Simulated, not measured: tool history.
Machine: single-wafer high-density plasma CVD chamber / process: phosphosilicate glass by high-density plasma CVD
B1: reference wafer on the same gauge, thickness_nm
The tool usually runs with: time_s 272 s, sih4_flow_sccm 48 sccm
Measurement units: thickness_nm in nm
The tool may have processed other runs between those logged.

{"run": 1, "hour": 0.0, "time_s": 272, "sih4_flow_sccm": 48, "B1": 1579.17, "thickness_nm": 1416.926}
{"run": 2, "hour": 84.4, "time_s": 272, "sih4_flow_sccm": 48, "B1": 1580.012, "thickness_nm": 1418.149}
{"run": 3, "hour": 187.3, "time_s": 272, "sih4_flow_sccm": 55, "B1": 1580.061, "thickness_nm": 1568.338}
{"run": 4, "hour": 233.3, "time_s": 272, "sih4_flow_sccm": 55, "B1": 1581.612, "thickness_nm": 1569.505}
{"run": 5, "hour": 280.2, "time_s": 272, "sih4_flow_sccm": 55, "B1": 1580.003, "thickness_nm": 1566.017}
{"run": 6, "hour": 345.2, "time_s": 272, "sih4_flow_sccm": 48, "B1": 1579.852, "thickness_nm": 1417.054}
{"run": 7, "hour": 386.5, "time_s": 272, "sih4_flow_sccm": 48, "B1": 1579.008, "thickness_nm": 1422.787}
{"run": 8, "hour": 490.6, "time_s": 272, "sih4_flow_sccm": 48, "B1": 1580.087, "thickness_nm": 1423.46}
{"run": 9, "hour": 578.1, "time_s": 272, "sih4_flow_sccm": 46, "B1": 1578.441, "thickness_nm": 1376.776}
{"run": 10, "hour": 619.5, "time_s": 272, "sih4_flow_sccm": 46, "B1": 1579.432, "thickness_nm": 1373.644}
{"run": 11, "hour": 673.8, "time_s": 272, "sih4_flow_sccm": 46, "B1": 1580.173, "thickness_nm": 1382.391}
{"run": 12, "hour": 751.9, "time_s": 293, "sih4_flow_sccm": 52, "B1": 1581.942, "thickness_nm": 1628.212}
{"hour": 834.5, "done": "silane flow controller replaced"}
{"run": 13, "hour": 850.6, "time_s": 272, "sih4_flow_sccm": 42, "B1": 1581.907, "thickness_nm": 1235.569}
{"run": 14, "hour": 944.2, "time_s": 246, "sih4_flow_sccm": 39, "B1": 1581.441, "thickness_nm": 1064.853}
{"run": 15, "hour": 1007.8, "time_s": 302, "sih4_flow_sccm": 44, "B1": 1580.151, "thickness_nm": 1423.426}
{"run": 16, "hour": 1046.9, "time_s": 272, "sih4_flow_sccm": 48, "B1": 1580.638, "thickness_nm": 1362.497}
{"run": 17, "hour": 1085.0, "time_s": 293, "sih4_flow_sccm": 52, "B1": 1580.425, "thickness_nm": 1553.263}
{"run": 18, "hour": 1189.6, "time_s": 240, "sih4_flow_sccm": 53, "B1": 1580.249, "thickness_nm": 1303.434}
{"hour": 1262.3, "done": "gauge calibrated"}
{"run": 19, "hour": 1291.7, "time_s": 223, "sih4_flow_sccm": 57, "B1": 1580.411, "thickness_nm": 1280.791}
{"run": 20, "hour": 1389.7, "time_s": 272, "sih4_flow_sccm": 48, "B1": 1582.076, "thickness_nm": 1368.167}
{"run": 21, "hour": 1484.6, "time_s": 272, "sih4_flow_sccm": 44, "B1": 1579.243, "thickness_nm": 1291.282}
{"run": 22, "hour": 1576.7, "time_s": 299, "sih4_flow_sccm": 44, "B1": 1581.68, "thickness_nm": 1417.211}
{"run": 23, "hour": 1647.8, "time_s": 303, "sih4_flow_sccm": 39, "B1": 1581.319, "thickness_nm": 1329.631}
{"run": 24, "hour": 1715.2, "time_s": 272, "sih4_flow_sccm": 48, "B1": 1580.327, "thickness_nm": 1393.589}
{"run": 25, "hour": 1816.2, "time_s": 219, "sih4_flow_sccm": 38, "B1": 1580.898, "thickness_nm": 947.69}
{"run": 26, "hour": 1853.5, "time_s": 272, "sih4_flow_sccm": 48, "B1": 1580.572, "thickness_nm": 1395.305}

Predict each of these 5 candidate next runs independently; none follows another, all start after run 26:
{"run": "A", "hour": 1854.0, "time_s": 272, "sih4_flow_sccm": 48, "B1": "?", "thickness_nm": "?"}
{"run": "B", "hour": 1854.0, "time_s": 237, "sih4_flow_sccm": 57, "B1": "?", "thickness_nm": "?"}
{"run": "C", "hour": 1854.0, "time_s": 289, "sih4_flow_sccm": 51, "B1": "?", "thickness_nm": "?"}
{"run": "D", "hour": 1854.0, "time_s": 307, "sih4_flow_sccm": 44, "B1": "?", "thickness_nm": "?"}
{"run": "E", "hour": 1854.0, "time_s": 244, "sih4_flow_sccm": 54, "B1": "?", "thickness_nm": "?"}

run=A B1=1581.844 thickness_nm=1381.476
run=B B1=1581.844 thickness_nm=1365.947
run=C B1=1581.844 thickness_nm=1533.761
run=D B1=1581.844 thickness_nm=1465.838
run=E B1=1581.844 thickness_nm=1350.616
Without the tool's unlogged condition, the same runs would have read:
run=A thickness_nm=1357.842
run=B thickness_nm=1342.579
run=C thickness_nm=1507.523
run=D thickness_nm=1440.761
run=E thickness_nm=1327.510
